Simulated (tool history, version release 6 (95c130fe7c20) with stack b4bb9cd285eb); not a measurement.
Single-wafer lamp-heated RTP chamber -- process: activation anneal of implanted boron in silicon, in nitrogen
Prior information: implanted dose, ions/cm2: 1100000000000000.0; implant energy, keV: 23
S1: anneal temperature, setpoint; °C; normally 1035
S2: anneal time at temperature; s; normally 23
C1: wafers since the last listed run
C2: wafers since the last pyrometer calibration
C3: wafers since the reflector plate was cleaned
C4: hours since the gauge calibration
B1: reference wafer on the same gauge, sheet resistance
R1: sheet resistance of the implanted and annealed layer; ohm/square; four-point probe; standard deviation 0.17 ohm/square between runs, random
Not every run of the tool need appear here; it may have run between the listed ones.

run,hour,S1,S2,C1,C2,C3,C4,B1,R1
1,0,1035,23,0,72,3914,166.1,104.96,115.67
2,24.3,1035,23,274,346,4189,190.4,105.01,115.54
3,50.5,1035,23,296,642,4485,216.6,105.02,115.85
4,85.6,1035,23,396,1039,4881,251.7,105.01,115.72
5,102.8,1035,23,194,1233,5076,268.9,105.02,115.68
6,126.4,1048,23,266,1500,5342,292.5,105.01,114.96
7,144.3,1048,23,202,1702,5544,310.4,105.02,115.16
8,167.1,1048,23,257,1960,5802,333.2,104.98,114.81
9,183.3,1058,23,183,2143,5985,349.4,104.97,114.63
10,197.8,1012,13,163,2307,6149,363.9,104.97,117.66
# hour 214.9: pyrometer window cleaned and pyrometer calibrated
11,215.4,1012,13,108,5,6257,381.5,104.94,119.14
12,226.5,1027,23,125,130,6383,392.6,104.99,116.09
13,288,1027,23,694,825,7078,454.1,105.04,115.95
14,322.2,1027,23,386,1211,7464,488.3,105.02,116.12
15,353.1,1035,14,349,1561,7813,519.2,105.04,115.92
16,375.7,1035,14,255,1816,8068,541.8,104.98,115.94
# hour 463: pyrometer window cleaned and pyrometer calibrated
17,463.5,1035,23,901,5,8970,629.6,104.97,115.95
# hour 504.3: reflector plate cleaned
18,525.1,1035,13,605,611,234,691.2,105.03,116.46
# hour 538.1: gauge calibrated
19,542.1,1064,16,192,803,426,4,105.06,115.15
20,566.1,1035,23,271,1074,698,28,105.03,115.62
21,589.4,1035,23,263,1337,961,51.3,105.03,115.67
22,618.5,1023,16,328,1666,1290,80.4,105,116.77
23,639.3,1011,31,235,1901,1525,101.2,105.02,116.82
24,673.9,1022,17,390,2292,1916,135.8,105.02,116.63
25,694.4,1035,14,231,2523,2147,156.3,105,115.76
26,721.9,1061,18,310,2834,2458,183.8,105.06,114.38
# hour 732.9: pyrometer window cleaned and pyrometer calibrated
27,746.5,1060,23,187,154,2645,208.4,104.96,114.47
28,779.9,1035,32,377,531,3023,241.8,105,115.45
29,812.4,1024,13,367,898,3390,274.3,105.03,117.21
30,838.4,1035,16,293,1192,3684,300.3,104.96,116.07
31,868.4,1035,23,338,1531,4023,330.3,104.99,115.69
32,891.3,1035,23,258,1790,4281,353.2,104.94,115.47
33,913.5,1006,29,250,2041,4532,375.4,105.02,117.33
34,941.6,1053,13,317,2358,4850,403.5,104.98,115.24
35,970.6,1058,17,327,2686,5177,432.5,105,114.75
# hour 979.4: pyrometer window cleaned and pyrometer calibrated
36,991,1059,30,140,131,5317,452.9,105.01,114.48
37,1005.1,1035,23,159,290,5477,467,104.99,115.81

Hidden condition of the tool, last listed run before each entry between runs versus first listed run after:
Logged between run 10 and run 11: pyrometer window cleaned and pyrometer calibrated (hour 214.9)
  true wafer temperature minus pyrometer reading, K: 9 -> 1.37
  the result without the hidden state subtracted from the measured one, R1: -1.49 -> -0.27 ohm/square
Logged between run 16 and run 17: pyrometer window cleaned and pyrometer calibrated (hour 463)
  true wafer temperature minus pyrometer reading, K: 6.3 -> 0.202
  the result without the hidden state subtracted from the measured one, R1: -0.38 -> -0.01 ohm/square
Logged between run 17 and run 18: reflector plate cleaned (hour 504.3)
  true wafer temperature minus pyrometer reading, K: 0.202 -> 0.937
  the result without the hidden state subtracted from the measured one, R1: -0.01 -> -0.06 ohm/square
Logged between run 18 and run 19: gauge calibrated (hour 538.1)
  true wafer temperature minus pyrometer reading, K: 0.937 -> 1.4
  the result without the hidden state subtracted from the measured one, R1: -0.06 -> -0.03 ohm/square
Logged between run 26 and run 27: pyrometer window cleaned and pyrometer calibrated (hour 732.9)
  true wafer temperature minus pyrometer reading, K: 13 -> 1.7
  the result without the hidden state subtracted from the measured one, R1: -0.33 -> -0.06 ohm/square
Logged between run 35 and run 36: pyrometer window cleaned and pyrometer calibrated (hour 979.4)
  true wafer temperature minus pyrometer reading, K: 12.4 -> 0.903
  the result without the hidden state subtracted from the measured one, R1: -0.3 -> -0.04 ohm/square
